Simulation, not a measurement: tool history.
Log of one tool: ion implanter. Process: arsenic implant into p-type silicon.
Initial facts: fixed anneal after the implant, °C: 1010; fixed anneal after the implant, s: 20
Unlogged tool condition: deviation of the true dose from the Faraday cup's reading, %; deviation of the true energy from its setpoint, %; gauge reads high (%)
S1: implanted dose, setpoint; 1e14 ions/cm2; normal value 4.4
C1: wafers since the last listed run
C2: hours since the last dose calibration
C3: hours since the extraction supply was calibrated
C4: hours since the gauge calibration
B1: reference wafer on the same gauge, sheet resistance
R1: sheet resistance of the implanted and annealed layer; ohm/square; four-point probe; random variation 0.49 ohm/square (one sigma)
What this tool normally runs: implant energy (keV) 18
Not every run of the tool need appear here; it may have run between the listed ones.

{"run": 1, "hour": 0.0, "S1": 4.4, "implant energy (keV)": 18, "C1": 0, "C2": 502.2, "C3": 4282.4, "C4": 396.8, "B1": 203.87, "R1": 217.74}
{"run": 2, "hour": 36.6, "S1": 4.4, "implant energy (keV)": 18, "C1": 717, "C2": 538.8, "C3": 4319, "C4": 433.4, "B1": 204.04, "R1": 217.18}
{"run": 3, "hour": 82.1, "S1": 4.4, "implant energy (keV)": 18, "C1": 892, "C2": 584.3, "C3": 4364.5, "C4": 478.9, "B1": 204.07, "R1": 218.33}
{"run": 4, "hour": 150.2, "S1": 4.4, "implant energy (keV)": 18, "C1": 1335, "C2": 652.4, "C3": 4432.6, "C4": 547, "B1": 204.11, "R1": 218.13}
{"run": 5, "hour": 217.8, "S1": 4.4, "implant energy (keV)": 18, "C1": 1325, "C2": 720, "C3": 4500.2, "C4": 614.6, "B1": 204.1, "R1": 216.97}
{"run": 6, "hour": 275.9, "S1": 4.4, "implant energy (keV)": 18, "C1": 1139, "C2": 778.1, "C3": 4558.3, "C4": 672.7, "B1": 204.02, "R1": 217.51}
{"run": 7, "hour": 344.6, "S1": 4.4, "implant energy (keV)": 18, "C1": 1347, "C2": 846.8, "C3": 4627, "C4": 741.4, "B1": 203.99, "R1": 217.24}
{"run": 8, "hour": 386.4, "S1": 4.4, "implant energy (keV)": 18, "C1": 819, "C2": 888.6, "C3": 4668.8, "C4": 783.2, "B1": 204.01, "R1": 217.32}
{"hour": 395.8, "done": "gauge calibrated"}
{"run": 9, "hour": 429.2, "S1": 4.4, "implant energy (keV)": 15, "C1": 839, "C2": 931.4, "C3": 4711.6, "C4": 33.4, "B1": 203.95, "R1": 221.47}
{"run": 10, "hour": 469.7, "S1": 4.4, "implant energy (keV)": 18, "C1": 794, "C2": 971.9, "C3": 4752.1, "C4": 73.9, "B1": 204.02, "R1": 217.14}
{"run": 11, "hour": 499.2, "S1": 4.4, "implant energy (keV)": 18, "C1": 578, "C2": 1001.4, "C3": 4781.6, "C4": 103.4, "B1": 203.94, "R1": 217.48}
{"hour": 521.2, "done": "extraction supply calibrated"}
{"run": 12, "hour": 524.2, "S1": 4.4, "implant energy (keV)": 24.5, "C1": 333, "C2": 1026.4, "C3": 3, "C4": 128.4, "B1": 203.94, "R1": 208.83}
{"run": 13, "hour": 550.9, "S1": 3.31, "implant energy (keV)": 12, "C1": 523, "C2": 1053.1, "C3": 29.7, "C4": 155.1, "B1": 204.13, "R1": 281.33}
{"run": 14, "hour": 609.2, "S1": 4.4, "implant energy (keV)": 18, "C1": 1143, "C2": 1111.4, "C3": 88, "C4": 213.4, "B1": 204.04, "R1": 217.24}
{"run": 15, "hour": 660.4, "S1": 3.82, "implant energy (keV)": 22.5, "C1": 1003, "C2": 1162.6, "C3": 139.2, "C4": 264.6, "B1": 204.01, "R1": 235.37}
{"run": 16, "hour": 706.2, "S1": 3.5, "implant energy (keV)": 14.5, "C1": 898, "C2": 1208.4, "C3": 185, "C4": 310.4, "B1": 204.04, "R1": 263.9}
{"run": 17, "hour": 758.0, "S1": 4.4, "implant energy (keV)": 18, "C1": 1015, "C2": 1260.2, "C3": 236.8, "C4": 362.2, "B1": 203.81, "R1": 217.75}
{"hour": 801.5, "done": "Faraday cup replaced and dose calibrated"}
{"run": 18, "hour": 823.6, "S1": 3.41, "implant energy (keV)": 15, "C1": 1129, "C2": 22.1, "C3": 302.4, "C4": 427.8, "B1": 203.99, "R1": 268.98}
{"run": 19, "hour": 871.8, "S1": 4.4, "implant energy (keV)": 18, "C1": 945, "C2": 70.3, "C3": 350.6, "C4": 476, "B1": 204.02, "R1": 217.07}
{"run": 20, "hour": 908.0, "S1": 3.14, "implant energy (keV)": 18, "C1": 709, "C2": 106.5, "C3": 386.8, "C4": 512.2, "B1": 204.11, "R1": 279.95}
{"run": 21, "hour": 958.0, "S1": 4.4, "implant energy (keV)": 23, "C1": 980, "C2": 156.5, "C3": 436.8, "C4": 562.2, "B1": 204.16, "R1": 210.73}
{"run": 22, "hour": 1009.3, "S1": 4.4, "implant energy (keV)": 18, "C1": 1005, "C2": 207.8, "C3": 488.1, "C4": 613.5, "B1": 204.04, "R1": 218.04}

Each row is a separate what-if for the run after 22, all from the same tool condition, not one after another. Results?
{"run": "A", "hour": 1009.7, "S1": 4.4, "implant energy (keV)": 18, "C1": 7, "C2": 208.2, "C3": 488.5, "C4": 613.9, "B1": "?", "R1": "?"}
{"run": "B", "hour": 1009.7, "S1": 5.18, "implant energy (keV)": 23, "C1": 7, "C2": 208.2, "C3": 488.5, "C4": 613.9, "B1": "?", "R1": "?"}
{"run": "C", "hour": 1009.7, "S1": 4.06, "implant energy (keV)": 13.5, "C1": 7, "C2": 208.2, "C3": 488.5, "C4": 613.9, "B1": "?", "R1": "?"}
{"run": "D", "hour": 1009.7, "S1": 5.15, "implant energy (keV)": 23, "C1": 7, "C2": 208.2, "C3": 488.5, "C4": 613.9, "B1": "?", "R1": "?"}
{"run": "E", "hour": 1009.7, "S1": 3.11, "implant energy (keV)": 15.5, "C1": 7, "C2": 208.2, "C3": 488.5, "C4": 613.9, "B1": "?", "R1": "?"}

run=A B1=203.97 R1=217.45
run=B B1=203.97 R1=186.52
run=C B1=203.97 R1=238.3
run=D B1=203.97 R1=187.32
run=E B1=203.97 R1=286.86
What these runs would have given with no unlogged condition in the tool:
run=A R1=217.45
run=B R1=186.52
run=C R1=238.3
run=D R1=187.32
run=E R1=286.86
